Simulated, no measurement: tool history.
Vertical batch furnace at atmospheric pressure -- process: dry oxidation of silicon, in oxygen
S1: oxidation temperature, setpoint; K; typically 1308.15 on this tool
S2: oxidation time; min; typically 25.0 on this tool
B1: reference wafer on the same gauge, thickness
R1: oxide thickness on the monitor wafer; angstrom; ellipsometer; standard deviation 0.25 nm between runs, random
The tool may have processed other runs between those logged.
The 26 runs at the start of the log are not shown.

run 27 day=84.571 | S1=1308.15 S2=13.5 | B1=54.39 | R1=332.9
run 28 day=88.400 | S1=1308.15 S2=25.0 | B1=53.99 | R1=482.0
run 29 day=91.146 | S1=1323.15 S2=25.0 | B1=53.80 | R1=528.6
run 30 day=94.996 | S1=1285.15 S2=35.5 | B1=53.57 | R1=513.7
-- day=97.896 gauge calibrated
run 31 day=98.200 | S1=1308.15 S2=28.0 | B1=56.25 | R1=542.9
run 32 day=100.050 | S1=1328.15 S2=37.5 | B1=56.24 | R1=731.9
run 33 day=102.154 | S1=1299.15 S2=29.5 | B1=56.25 | R1=525.3
run 34 day=106.500 | S1=1289.15 S2=30.0 | B1=56.16 | R1=497.1
run 35 day=110.608 | S1=1316.15 S2=25.0 | B1=56.26 | R1=524.3
run 36 day=114.883 | S1=1291.15 S2=25.0 | B1=56.00 | R1=451.0
run 37 day=118.688 | S1=1329.15 S2=18.0 | B1=55.84 | R1=462.4
run 38 day=122.154 | S1=1288.15 S2=34.0 | B1=55.86 | R1=538.1

Forecast each of these 5 alternatives for the next run:
run A day=122.292 | S1=1308.15 S2=25.0 | B1=? | R1=?
run B day=122.292 | S1=1308.15 S2=20.0 | B1=? | R1=?
run C day=122.292 | S1=1290.15 S2=25.0 | B1=? | R1=?
run D day=122.292 | S1=1290.15 S2=34.5 | B1=? | R1=?
run E day=122.292 | S1=1308.15 S2=14.0 | B1=? | R1=?

run=A B1=55.78 R1=500.5
run=B B1=55.78 R1=435.4
run=C B1=55.78 R1=444.2
run=D B1=55.78 R1=545.1
run=E B1=55.78 R1=349.6
Stripped of hidden state, with their random variation kept, the same runs would have yielded:
run=A R1=500.0
run=B R1=434.9
run=C R1=443.7
run=D R1=544.5
run=E R1=349.2
